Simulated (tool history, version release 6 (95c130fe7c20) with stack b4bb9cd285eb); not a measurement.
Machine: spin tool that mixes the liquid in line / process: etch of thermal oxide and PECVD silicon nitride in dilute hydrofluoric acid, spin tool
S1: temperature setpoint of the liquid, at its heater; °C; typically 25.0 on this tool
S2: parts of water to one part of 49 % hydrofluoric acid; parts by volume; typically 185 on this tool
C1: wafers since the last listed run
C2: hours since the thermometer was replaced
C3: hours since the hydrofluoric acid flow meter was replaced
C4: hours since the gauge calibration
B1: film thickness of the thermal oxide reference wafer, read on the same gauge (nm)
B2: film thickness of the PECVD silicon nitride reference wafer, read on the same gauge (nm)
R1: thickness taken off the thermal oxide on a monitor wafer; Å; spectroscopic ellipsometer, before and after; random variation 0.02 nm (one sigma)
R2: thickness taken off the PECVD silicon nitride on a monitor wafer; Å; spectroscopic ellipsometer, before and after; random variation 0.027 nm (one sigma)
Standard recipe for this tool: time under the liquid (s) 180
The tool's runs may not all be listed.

{"run": 1, "hour": 0.0, "S1": 25.0, "S2": 185, "time under the liquid (s)": 180, "C1": 0, "C2": 1849.9, "C3": 2013.4, "C4": 181.9, "B1": 29.996, "B2": 119.98, "R1": 45.89, "R2": 60.4}
{"run": 2, "hour": 14.4, "S1": 25.0, "S2": 185, "time under the liquid (s)": 180, "C1": 104, "C2": 1864.3, "C3": 2027.8, "C4": 196.3, "B1": 29.988, "B2": 120.02, "R1": 45.31, "R2": 60.3}
{"run": 3, "hour": 23.8, "S1": 21.0, "S2": 185, "time under the liquid (s)": 140, "C1": 68, "C2": 1873.7, "C3": 2037.2, "C4": 205.7, "B1": 30.012, "B2": 119.96, "R1": 30.52, "R2": 36.2}
{"run": 4, "hour": 30.7, "S1": 25.0, "S2": 185, "time under the liquid (s)": 180, "C1": 50, "C2": 1880.6, "C3": 2044.1, "C4": 212.6, "B1": 30.017, "B2": 120.01, "R1": 45.53, "R2": 60.4}
{"hour": 40.2, "done": "hydrofluoric acid flow meter replaced"}
{"run": 5, "hour": 41.5, "S1": 25.0, "S2": 185, "time under the liquid (s)": 180, "C1": 71, "C2": 1891.4, "C3": 1.3, "C4": 223.4, "B1": 30.006, "B2": 120.03, "R1": 41.69, "R2": 56.6}
{"run": 6, "hour": 85.4, "S1": 25.0, "S2": 185, "time under the liquid (s)": 180, "C1": 318, "C2": 1935.3, "C3": 45.2, "C4": 267.3, "B1": 29.983, "B2": 119.97, "R1": 42.18, "R2": 56.7}
{"run": 7, "hour": 97.7, "S1": 25.0, "S2": 185, "time under the liquid (s)": 180, "C1": 89, "C2": 1947.6, "C3": 57.5, "C4": 279.6, "B1": 29.991, "B2": 120.0, "R1": 41.99, "R2": 56.3}
{"run": 8, "hour": 112.2, "S1": 25.0, "S2": 185, "time under the liquid (s)": 180, "C1": 105, "C2": 1962.1, "C3": 72.0, "C4": 294.1, "B1": 29.967, "B2": 119.96, "R1": 41.7, "R2": 55.9}
{"run": 9, "hour": 119.1, "S1": 22.5, "S2": 210, "time under the liquid (s)": 215, "C1": 50, "C2": 1969.0, "C3": 78.9, "C4": 301.0, "B1": 30.0, "B2": 120.01, "R1": 39.21, "R2": 50.9}
{"run": 10, "hour": 134.2, "S1": 27.5, "S2": 185, "time under the liquid (s)": 180, "C1": 109, "C2": 1984.1, "C3": 94.0, "C4": 316.1, "B1": 29.994, "B2": 119.98, "R1": 45.96, "R2": 65.5}
{"run": 11, "hour": 146.3, "S1": 28.0, "S2": 150, "time under the liquid (s)": 220, "C1": 87, "C2": 1996.2, "C3": 106.1, "C4": 328.2, "B1": 30.028, "B2": 119.98, "R1": 73.86, "R2": 103.0}
{"hour": 159.9, "done": "gauge calibrated"}
{"run": 12, "hour": 162.0, "S1": 23.0, "S2": 185, "time under the liquid (s)": 140, "C1": 113, "C2": 2011.9, "C3": 121.8, "C4": 2.1, "B1": 29.987, "B2": 120.02, "R1": 30.29, "R2": 38.4}
{"run": 13, "hour": 173.3, "S1": 29.5, "S2": 185, "time under the liquid (s)": 180, "C1": 82, "C2": 2023.2, "C3": 133.1, "C4": 13.4, "B1": 29.99, "B2": 119.97, "R1": 49.91, "R2": 75.0}
{"run": 14, "hour": 185.8, "S1": 25.0, "S2": 185, "time under the liquid (s)": 180, "C1": 90, "C2": 2035.7, "C3": 145.6, "C4": 25.9, "B1": 30.017, "B2": 120.03, "R1": 41.74, "R2": 56.6}
{"run": 15, "hour": 197.9, "S1": 25.0, "S2": 185, "time under the liquid (s)": 215, "C1": 87, "C2": 2047.8, "C3": 157.7, "C4": 38.0, "B1": 30.01, "B2": 119.98, "R1": 50.18, "R2": 67.8}
{"run": 16, "hour": 215.9, "S1": 25.0, "S2": 185, "time under the liquid (s)": 180, "C1": 130, "C2": 2065.8, "C3": 175.7, "C4": 56.0, "B1": 30.015, "B2": 119.96, "R1": 42.15, "R2": 56.9}
{"run": 17, "hour": 231.3, "S1": 23.5, "S2": 220, "time under the liquid (s)": 180, "C1": 111, "C2": 2081.2, "C3": 191.1, "C4": 71.4, "B1": 30.006, "B2": 120.0, "R1": 32.45, "R2": 43.4}
{"hour": 236.6, "done": "thermometer replaced"}
{"run": 18, "hour": 247.0, "S1": 23.0, "S2": 95, "time under the liquid (s)": 280, "C1": 106, "C2": 10.4, "C3": 206.8, "C4": 87.1, "B1": 29.996, "B2": 119.97, "R1": 131.95, "R2": 149.1}
{"run": 19, "hour": 263.3, "S1": 25.0, "S2": 185, "time under the liquid (s)": 180, "C1": 118, "C2": 26.7, "C3": 223.1, "C4": 103.4, "B1": 30.004, "B2": 119.96, "R1": 42.42, "R2": 56.9}
{"run": 20, "hour": 278.5, "S1": 29.0, "S2": 130, "time under the liquid (s)": 250, "C1": 110, "C2": 41.9, "C3": 238.3, "C4": 118.6, "B1": 29.963, "B2": 119.99, "R1": 104.03, "R2": 145.0}
{"run": 21, "hour": 292.6, "S1": 25.0, "S2": 235, "time under the liquid (s)": 115, "C1": 102, "C2": 56.0, "C3": 252.4, "C4": 132.7, "B1": 29.996, "B2": 120.01, "R1": 20.21, "R2": 28.6}
{"run": 22, "hour": 300.9, "S1": 21.5, "S2": 185, "time under the liquid (s)": 90, "C1": 60, "C2": 64.3, "C3": 260.7, "C4": 141.0, "B1": 29.984, "B2": 120.0, "R1": 18.5, "R2": 22.7}
{"run": 23, "hour": 311.5, "S1": 25.0, "S2": 185, "time under the liquid (s)": 240, "C1": 76, "C2": 74.9, "C3": 271.3, "C4": 151.6, "B1": 29.977, "B2": 119.97, "R1": 56.98, "R2": 75.8}
{"run": 24, "hour": 329.1, "S1": 25.0, "S2": 185, "time under the liquid (s)": 180, "C1": 127, "C2": 92.5, "C3": 288.9, "C4": 169.2, "B1": 30.029, "B2": 120.03, "R1": 42.17, "R2": 57.6}
{"run": 25, "hour": 340.7, "S1": 28.5, "S2": 185, "time under the liquid (s)": 125, "C1": 84, "C2": 104.1, "C3": 300.5, "C4": 180.8, "B1": 29.981, "B2": 119.97, "R1": 33.68, "R2": 49.3}
{"run": 26, "hour": 352.6, "S1": 25.0, "S2": 185, "time under the liquid (s)": 180, "C1": 86, "C2": 116.0, "C3": 312.4, "C4": 192.7, "B1": 30.041, "B2": 119.98, "R1": 43.0, "R2": 57.2}
{"run": 27, "hour": 366.8, "S1": 25.0, "S2": 185, "time under the liquid (s)": 120, "C1": 103, "C2": 130.2, "C3": 326.6, "C4": 206.9, "B1": 29.99, "B2": 120.03, "R1": 28.28, "R2": 37.9}

3 options for the next run, each taken on its own from the tool as it stands now. Forecast them:
{"run": "A", "hour": 367.3, "S1": 25.0, "S2": 185, "time under the liquid (s)": 180, "C1": 3, "C2": 130.7, "C3": 327.1, "C4": 207.4, "B1": "?", "B2": "?", "R1": "?", "R2": "?"}
{"run": "B", "hour": 367.3, "S1": 20.5, "S2": 270, "time under the liquid (s)": 180, "C1": 3, "C2": 130.7, "C3": 327.1, "C4": 207.4, "B1": "?", "B2": "?", "R1": "?", "R2": "?"}
{"run": "C", "hour": 367.3, "S1": 21.5, "S2": 140, "time under the liquid (s)": 215, "C1": 3, "C2": 130.7, "C3": 327.1, "C4": 207.4, "B1": "?", "B2": "?", "R1": "?", "R2": "?"}

run=A B1=29.992 B2=119.98 R1=42.62 R2=57.2
run=B B1=29.992 B2=119.98 R1=22.71 R2=29.6
run=C B1=29.992 B2=119.98 R1=61.80 R2=71.7
With the hidden condition removed and each run's random variation left untouched, the same runs would have given:
run=A R1=41.76 R2=56.2
run=B R1=22.23 R2=29.1
run=C R1=60.60 R2=70.5

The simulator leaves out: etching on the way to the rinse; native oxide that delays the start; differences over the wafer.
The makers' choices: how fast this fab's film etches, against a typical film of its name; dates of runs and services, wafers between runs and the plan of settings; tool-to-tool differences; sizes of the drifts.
